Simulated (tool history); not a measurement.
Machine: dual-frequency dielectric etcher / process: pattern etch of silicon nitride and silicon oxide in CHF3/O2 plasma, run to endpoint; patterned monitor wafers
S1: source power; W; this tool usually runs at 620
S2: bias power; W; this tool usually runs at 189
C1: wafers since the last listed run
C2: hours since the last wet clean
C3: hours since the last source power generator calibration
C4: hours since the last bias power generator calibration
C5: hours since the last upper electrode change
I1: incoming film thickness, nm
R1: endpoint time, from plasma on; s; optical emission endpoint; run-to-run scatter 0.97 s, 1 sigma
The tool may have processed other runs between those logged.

| run | hour | S1 | S2 | C1 | C2 | C3 | C4 | C5 | I1 | R1 |
|---|---|---|---|---|---|---|---|---|---|---|
| 1 | 0.0 | 560 | 223 | 0 | 340.0 | 3938.3 | 1272.3 | 1742.2 | 166.3 | 115.7 |
|  | 13.8 | wet clean of the chamber |
| 2 | 50.3 | 620 | 189 | 209 | 36.5 | 3988.6 | 1322.6 | 1792.5 | 165.7 | 112.3 |
| 3 | 98.6 | 620 | 162 | 276 | 84.8 | 4036.9 | 1370.9 | 1840.8 | 165.5 | 122.2 |
| 4 | 125.6 | 620 | 162 | 154 | 111.8 | 4063.9 | 1397.9 | 1867.8 | 168.3 | 122.0 |
| 5 | 171.1 | 620 | 162 | 260 | 157.3 | 4109.4 | 1443.4 | 1913.3 | 166.2 | 122.9 |
| 6 | 238.4 | 620 | 189 | 385 | 224.6 | 4176.7 | 1510.7 | 1980.6 | 167.1 | 117.9 |
| 7 | 317.8 | 620 | 170 | 455 | 304.0 | 4256.1 | 1590.1 | 2060.0 | 165.4 | 119.7 |
| 8 | 350.2 | 620 | 189 | 185 | 336.4 | 4288.5 | 1622.5 | 2092.4 | 164.7 | 118.1 |
| 9 | 381.5 | 620 | 189 | 179 | 367.7 | 4319.8 | 1653.8 | 2123.7 | 165.2 | 118.8 |
|  | 440.8 | wet clean of the chamber |
| 10 | 514.3 | 620 | 223 | 623 | 73.5 | 4452.6 | 1786.6 | 2256.5 | 166.2 | 109.1 |
| 11 | 556.1 | 560 | 222 | 239 | 115.3 | 4494.4 | 1828.4 | 2298.3 | 167.7 | 114.5 |
| 12 | 616.2 | 620 | 153 | 344 | 175.4 | 4554.5 | 1888.5 | 2358.4 | 166.5 | 124.9 |
|  | 650.8 | source power generator calibrated |
|  | 665.7 | upper electrode replaced |
| 13 | 666.2 | 620 | 189 | 178 | 225.4 | 15.4 | 1938.5 | 0.5 | 166.8 | 114.8 |
| 14 | 677.1 | 680 | 145 | 62 | 236.3 | 26.3 | 1949.4 | 11.4 | 165.4 | 122.1 |
| 15 | 739.3 | 700 | 220 | 356 | 298.5 | 88.5 | 2011.6 | 73.6 | 166.9 | 106.5 |
|  | 745.7 | bias power generator calibrated |
| 16 | 773.9 | 750 | 148 | 175 | 333.1 | 123.1 | 28.2 | 108.2 | 167.0 | 120.1 |
| 17 | 834.6 | 550 | 144 | 348 | 393.8 | 183.8 | 88.9 | 168.9 | 164.7 | 138.5 |
|  | 861.7 | wet clean of the chamber |
| 18 | 880.7 | 680 | 189 | 126 | 19.0 | 229.9 | 135.0 | 215.0 | 166.5 | 109.2 |
| 19 | 949.7 | 620 | 223 | 395 | 88.0 | 298.9 | 204.0 | 284.0 | 165.7 | 107.6 |
| 20 | 1083.6 | 480 | 203 | 767 | 221.9 | 432.8 | 337.9 | 417.9 | 166.9 | 129.7 |

Give the tool's hidden conditions for every run:
source power that arrives over what is set, %: 0 on each run
bias power that arrives over what is set, %: 0 on each run
H1: etch rate over this chamber's usual, %
| run | H1 |
|---|---|
| 1 | -3.73 |
| 2 | -0.434 |
| 3 | -1.02 |
| 4 | -1.35 |
| 5 | -1.91 |
| 6 | -2.73 |
| 7 | -3.69 |
| 8 | -4.09 |
| 9 | -4.47 |
| 10 | -0.716 |
| 11 | -1.23 |
| 12 | -1.96 |
| 13 | -2.57 |
| 14 | -2.7 |
| 15 | -3.46 |
| 16 | -3.88 |
| 17 | -4.62 |
| 18 | -0.306 |
| 19 | -1.15 |
| 20 | -2.78 |
